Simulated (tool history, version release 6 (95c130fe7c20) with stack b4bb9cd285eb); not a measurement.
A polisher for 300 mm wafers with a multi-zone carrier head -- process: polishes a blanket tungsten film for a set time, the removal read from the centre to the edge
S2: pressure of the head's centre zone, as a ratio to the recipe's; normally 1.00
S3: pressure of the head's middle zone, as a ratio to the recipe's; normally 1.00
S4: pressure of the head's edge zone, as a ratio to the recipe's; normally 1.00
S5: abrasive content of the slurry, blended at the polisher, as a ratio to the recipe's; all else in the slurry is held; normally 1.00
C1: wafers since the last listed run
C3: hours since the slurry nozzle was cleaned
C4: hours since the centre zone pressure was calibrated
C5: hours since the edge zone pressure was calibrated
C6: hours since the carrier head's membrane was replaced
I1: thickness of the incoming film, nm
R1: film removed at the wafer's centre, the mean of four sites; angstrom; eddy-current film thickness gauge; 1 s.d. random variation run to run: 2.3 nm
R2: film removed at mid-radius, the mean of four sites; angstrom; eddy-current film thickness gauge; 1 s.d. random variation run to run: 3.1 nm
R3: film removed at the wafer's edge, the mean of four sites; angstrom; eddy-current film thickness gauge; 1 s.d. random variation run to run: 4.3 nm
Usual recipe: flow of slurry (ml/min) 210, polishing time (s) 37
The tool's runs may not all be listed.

Run 1, hour 0.0: usual settings; C1 0; wafers polished on this pad 440; C3 633.4; C4 1257.2; C5 564.2; C6 1397.4; I1 821.0. Result: R1 2632 angstrom, R2 2643 angstrom, R3 2705 angstrom.
Run 2, hour 13.7: usual settings; C1 127; wafers polished on this pad 568; C3 647.1; C4 1270.9; C5 577.9; C6 1411.1; I1 820.8. Result: R1 2577 angstrom, R2 2587 angstrom, R3 2680 angstrom.
Run 3, hour 20.6: usual settings; C1 64; wafers polished on this pad 632; C3 654.0; C4 1277.8; C5 584.8; C6 1418.0; I1 822.7. Result: R1 2583 angstrom, R2 2618 angstrom, R3 2702 angstrom.
At hour 27.5: worn pad replaced by a new one.
Run 4, hour 37.3: usual settings; C1 118; wafers polished on this pad 91; C3 670.7; C4 1294.5; C5 601.5; C6 1434.7; I1 814.1. Result: R1 2730 angstrom, R2 2729 angstrom, R3 2887 angstrom.
Run 5, hour 49.2: usual settings; C1 110; wafers polished on this pad 202; C3 682.6; C4 1306.4; C5 613.4; C6 1446.6; I1 819.4. Result: R1 2684 angstrom, R2 2693 angstrom, R3 2743 angstrom.
Run 6, hour 60.5: usual settings; C1 105; wafers polished on this pad 307; C3 693.9; C4 1317.7; C5 624.7; C6 1457.9; I1 808.8. Result: R1 2586 angstrom, R2 2575 angstrom, R3 2684 angstrom.
Run 7, hour 77.7: usual settings; C1 160; wafers polished on this pad 468; C3 711.1; C4 1334.9; C5 641.9; C6 1475.1; I1 830.8. Result: R1 2547 angstrom, R2 2566 angstrom, R3 2619 angstrom.
Run 8, hour 87.0: usual settings but S5 1.10; C1 86; wafers polished on this pad 554; C3 720.4; C4 1344.2; C5 651.2; C6 1484.4; I1 814.5. Result: R1 2574 angstrom, R2 2608 angstrom, R3 2714 angstrom.
Run 9, hour 104.3: usual settings but S3 1.09, S4 1.09; C1 161; wafers polished on this pad 716; C3 737.7; C4 1361.5; C5 668.5; C6 1501.7; I1 811.4. Result: R1 2486 angstrom, R2 2737 angstrom, R3 2779 angstrom.
At hour 109.4: edge zone pressure recalibrated.
At hour 116.1: worn pad replaced by a new one.
Run 10, hour 116.6: usual settings but S2 0.95, S3 0.96, S5 1.15; C1 58; wafers polished on this pad 4; C3 750.0; C4 1373.8; C5 7.2; C6 1514.0; I1 820.5. Result: R1 2631 angstrom, R2 2687 angstrom, R3 2822 angstrom.
Run 11, hour 121.6: usual settings; C1 46; wafers polished on this pad 50; C3 755.0; C4 1378.8; C5 12.2; C6 1519.0; I1 814.0. Result: R1 2584 angstrom, R2 2597 angstrom, R3 2753 angstrom.

What will run 12 give?
At hour 124.3: centre zone pressure recalibrated.
Run 12, hour 127.7: usual settings but S3 0.91; C1 38; wafers polished on this pad 89; C3 761.1; C4 3.4; C5 18.3; C6 1525.1; I1 832.2. Result: R1 ?, R2 ?, R3 ?.

Logged for run 12: R1 2529 angstrom, R2 2412 angstrom, R3 2592 angstrom.
With the hidden condition absent and the run-to-run variation left alone, this run would have shown R1 3004 angstrom, R2 2831 angstrom, R3 2963 angstrom.
